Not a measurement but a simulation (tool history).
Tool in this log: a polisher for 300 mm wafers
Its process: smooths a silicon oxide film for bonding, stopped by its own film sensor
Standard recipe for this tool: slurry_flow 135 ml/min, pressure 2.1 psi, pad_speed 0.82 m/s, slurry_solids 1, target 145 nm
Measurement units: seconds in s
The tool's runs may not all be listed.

| run | hour | slurry_flow | pressure | pad_speed | slurry_solids | target | incoming thickness of the incoming film, nm | seconds |
|---|---|---|---|---|---|---|---|---|
| 1 | 0 | 135 | 2.1 | 0.82 | 1 | 145 | 189 | 57 |
| 2 | 107.5 | 135 | 2.1 | 0.82 | 1 | 145 | 187.9 | 55.2 |
| 3 | 176.2 | 135 | 2.1 | 0.82 | 1 | 145 | 186.8 | 56.3 |
|  | 204 | slurry blender recalibrated |
| 4 | 407.1 | 135 | 2.1 | 0.72 | 1 | 141 | 191.5 | 88.2 |
|  | 434.9 | slurry nozzle cleaned |
| 5 | 457.5 | 135 | 2.1 | 0.72 | 1 | 141 | 193.6 | 91.9 |
| 6 | 541.6 | 135 | 2.1 | 0.72 | 1 | 141 | 188.4 | 85.8 |
|  | 591.2 | worn pad replaced by a new one |
| 7 | 645.3 | 135 | 2.1 | 0.82 | 1 | 153 | 189.6 | 62.9 |
| 8 | 706.4 | 135 | 2.1 | 0.82 | 1 | 153 | 192.3 | 67.9 |
|  | 756.5 | slurry blender recalibrated, repeated, since the last time left the tool worse |
| 9 | 793.1 | 135 | 2.1 | 0.82 | 1 | 153 | 193.1 | 49.7 |
| 10 | 871.6 | 105 | 2.1 | 0.82 | 1 | 145 | 193.6 | 65.8 |
| 11 | 971.3 | 135 | 2.1 | 0.62 | 0.85 | 145 | 191.1 | 80.1 |
| 12 | 1015.2 | 135 | 2.1 | 0.82 | 1 | 145 | 191 | 59.7 |
| 13 | 1091.5 | 155 | 2.1 | 0.82 | 1 | 145 | 194.2 | 62.8 |
|  | 1116.7 | slurry nozzle cleaned |
| 14 | 1186.6 | 175 | 1.7 | 0.82 | 1 | 145 | 188.7 | 68.7 |
|  | 1264.2 | worn pad replaced by a new one |
|  | 1412.5 | slurry blender recalibrated |
|  | 1445.4 | head pressure recalibrated |
| 15 | 1451.7 | 135 | 1.5 | 0.9 | 1.25 | 133 | 186.3 | 76.3 |
| 16 | 1497.7 | 135 | 2.5 | 0.82 | 1 | 145 | 189.9 | 47.4 |
| 17 | 1573.6 | 150 | 2.1 | 0.6 | 1 | 130 | 191.5 | 96.6 |
| 18 | 1662.3 | 100 | 2.1 | 1.04 | 1 | 145 | 187.1 | 48.9 |
| 19 | 1726.1 | 95 | 1.5 | 0.82 | 1.1 | 155 | 187 | 59.6 |
| 20 | 1795 | 135 | 1.5 | 0.72 | 1 | 155 | 189.1 | 67.7 |
|  | 1820.2 | slurry nozzle cleaned |
| 21 | 1889.3 | 135 | 2.1 | 0.82 | 1 | 145 | 187 | 55.3 |
|  | 1925.6 | worn pad replaced by a new one |
| 22 | 1970.5 | 100 | 2.1 | 0.82 | 1 | 157 | 193 | 52.2 |
| 23 | 2031.8 | 135 | 2.1 | 0.82 | 0.7 | 145 | 189.5 | 81.6 |
| 24 | 2095.8 | 135 | 1.7 | 0.62 | 0.9 | 158 | 187 | 64.2 |
|  | 2117.6 | slurry blender recalibrated |
| 25 | 2134 | 135 | 1.7 | 0.82 | 1 | 145 | 186.4 | 64.2 |
| 26 | 2222.1 | 135 | 2.1 | 1.1 | 1 | 145 | 192.3 | 47.6 |
| 27 | 2324.1 | 135 | 2.1 | 0.66 | 0.9 | 145 | 190.8 | 71.9 |
| 28 | 2411.6 | 135 | 2.1 | 0.82 | 1 | 145 | 190.4 | 57.2 |
|  | 2467.3 | slurry nozzle cleaned |
| 29 | 2491.6 | 135 | 2.1 | 0.82 | 1 | 145 | 186 | 52.4 |
|  | 2530.2 | worn pad replaced by a new one |
| 30 | 2564.4 | 135 | 2.1 | 1.08 | 1 | 130 | 190.6 | 64.8 |

Below, each run's measurement less what the same run would have read without the hidden state. Both values contain the same run-to-run variation, but the gauge's scatter may not be the same in both:
The tool's hidden condition here consists of: removal rate lost through wear of the pad, %; slurry flow missing at the pad, %; deviation of the head's pressure from its setpoint, %; abrasive missing from the slurry, %.
| run | seconds |
|---|---|
| 1 | +3.4 |
| 2 | +4.2 |
| 3 | +5 |
| 4 | +20.4 |
| 5 | +22.2 |
| 6 | +22.5 |
| 7 | +18 |
| 8 | +20.5 |
| 9 | +1.2 |
| 10 | +2.2 |
| 11 | +4.4 |
| 12 | +3.3 |
| 13 | +4.2 |
| 14 | +5.7 |
| 15 | +0.7 |
| 16 | +0.8 |
| 17 | +2.7 |
| 18 | +2 |
| 19 | +2.8 |
| 20 | +4.1 |
| 21 | +4.2 |
| 22 | +4.7 |
| 23 | +10 |
| 24 | +7.6 |
| 25 | +0.2 |
| 26 | +0.7 |
| 27 | +2.3 |
| 28 | +2.5 |
| 29 | +2.9 |
| 30 | +4.3 |
